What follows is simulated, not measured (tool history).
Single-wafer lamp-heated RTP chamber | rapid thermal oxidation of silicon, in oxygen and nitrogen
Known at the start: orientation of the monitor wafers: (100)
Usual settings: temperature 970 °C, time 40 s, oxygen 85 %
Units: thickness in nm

run    hour  temperature  time  oxygen  wafers since the last listed run  wafers since the last pyrometer calibration  hours since the oxygen flow controller was replaced  hours since the gauge calibration  read-back reference wafer on the same gauge, thickness  thickness
  1     0.0          970    40      98                                 0                                          771                                               4765.1                              756.7                                                   4.416      4.372
  2    25.4          970    30      85                               239                                         1011                                               4790.5                              782.1                                                   4.420      3.754
  3    72.2          970    30      85                               441                                         1453                                               4837.3                              828.9                                                   4.419      3.768
  4   117.3          979    40      75                               425                                         1879                                               4882.4                              874.0                                                   4.422      4.309
  5   217.0          979    40      75                               941                                         2821                                               4982.1                              973.7                                                   4.423      4.322
  6   255.2          970    46      85                               360                                         3181                                               5020.3                             1011.9                                                   4.418      4.470
  7   292.9          970    46      85                               356                                         3537                                               5058.0                             1049.6                                                   4.416      4.464
      442.4  -- pyrometer window cleaned and pyrometer calibrated
  8   502.8          970    40      85                              1906                                          570                                               5267.9                             1259.5                                                   4.417      4.208
  9   556.8          970    40      85                               509                                         1080                                               5321.9                             1313.5                                                   4.422      4.224
 10   614.8          970    40      85                               547                                         1628                                               5379.9                             1371.5                                                   4.420      4.212
 11   665.7          970    40      85                               480                                         2109                                               5430.8                             1422.4                                                   4.423      4.228
 12   726.6          989    40      85                               575                                         2684                                               5491.7                             1483.3                                                   4.419      4.842
      740.7  -- oxygen flow controller replaced
 13   794.2          989    40      85                               562                                         3247                                                 53.5                             1550.9                                                   4.416      4.828
 14   819.1          989    40      85                               235                                         3482                                                 78.4                             1575.8                                                   4.419      4.844
      841.4  -- gauge calibrated
 15   880.5          970    40      76                               579                                         4062                                                139.8                               39.1                                                   4.421      4.118
 16   925.9          970    40      85                               428                                         4490                                                185.2                               84.5                                                   4.418      4.290
      980.6  -- pyrometer window cleaned and pyrometer calibrated
 17   983.2          970    40      85                               465                                           24                                                242.5                              141.8                                                   4.420      4.193
 18  1009.9          983    40      98                               252                                          277                                                269.2                              168.5                                                   4.416      4.791
 19  1046.4          970    40      85                               344                                          621                                                305.7                              205.0                                                   4.419      4.174
 20  1174.8          948    49      61                              1212                                         1834                                                434.1                              333.4                                                   4.421      3.603
 21  1230.2          956    21      70                               523                                         2357                                                489.5                              388.8                                                   4.422      3.004
 22  1279.7          986    40      85                               467                                         2824                                                539.0                              438.3                                                   4.419      4.701
 23  1309.6          970    40      85                               282                                         3107                                                568.9                              468.2                                                   4.422      4.263
 24  1366.6          970    40      93                               538                                         3645                                                625.9                              525.2                                                   4.419      4.380
 25  1402.9          970    45      58                               342                                         3988                                                662.2                              561.5                                                   4.423      4.012
     1469.0  -- pyrometer window cleaned and pyrometer calibrated
 26  1473.7          970    45      85                               593                                           44                                                733.0                              632.3                                                   4.421      4.396
 27  1504.1          970    40      85                               287                                          331                                                763.4                              662.7                                                   4.420      4.199
 28  1533.1          960    59      98                               273                                          604                                                792.4                              691.7                                                   4.419      4.775
 29  1557.2          955    54      63                               227                                          832                                                816.5                              715.8                                                   4.420      3.913
 30  1586.4          970    21      85                               275                                         1108                                                845.7                              745.0                                                   4.421      3.340
 31  1650.3          970    58      85                               603                                         1711                                                909.6                              808.9                                                   4.419      4.891
 32  1694.7          970    40      85                               419                                         2131                                                954.0                              853.3                                                   4.422      4.216
 33  1751.4          962    30      55                               535                                         2666                                               1010.7                              910.0                                                   4.418      3.248
 34  1782.2          986    40      85                               290                                         2957                                               1041.5                              940.8                                                   4.419      4.702
 35  1844.8          994    22      59                               591                                         3548                                               1104.1                             1003.4                                                   4.423      3.579
 36  1901.9          970    40      85                               539                                         4087                                               1161.2                             1060.5                                                   4.420      4.268
 37  1948.6          970    40      63                               441                                         4528                                               1207.9                             1107.2                                                   4.421      3.929
 38  2003.2          988    24      98                               515                                         5044                                               1262.5                             1161.8                                                   4.419      4.154

Forecast each of these 4 alternatives for the next run:
  A  2003.6          980    40      85                                 3                                         5048                                               1262.9                             1162.2                                                       ?          ?
  B  2003.6          955    47      56                                 3                                         5048                                               1262.9                             1162.2                                                       ?          ?
  C  2003.6          942    30      85                                 3                                         5048                                               1262.9                             1162.2                                                       ?          ?
  D  2003.6          970    34      61                                 3                                         5048                                               1262.9                             1162.2                                                       ?          ?

run  read-back reference wafer on the same gauge, thickness  thickness
  A                                                   4.420      4.605
  B                                                   4.420      3.685
  C                                                   4.420      3.270
  D                                                   4.420      3.678
Without the tool's hidden state the same runs would have given:
run  thickness
  A      4.461
  B      3.588
  C      3.192
  D      3.579

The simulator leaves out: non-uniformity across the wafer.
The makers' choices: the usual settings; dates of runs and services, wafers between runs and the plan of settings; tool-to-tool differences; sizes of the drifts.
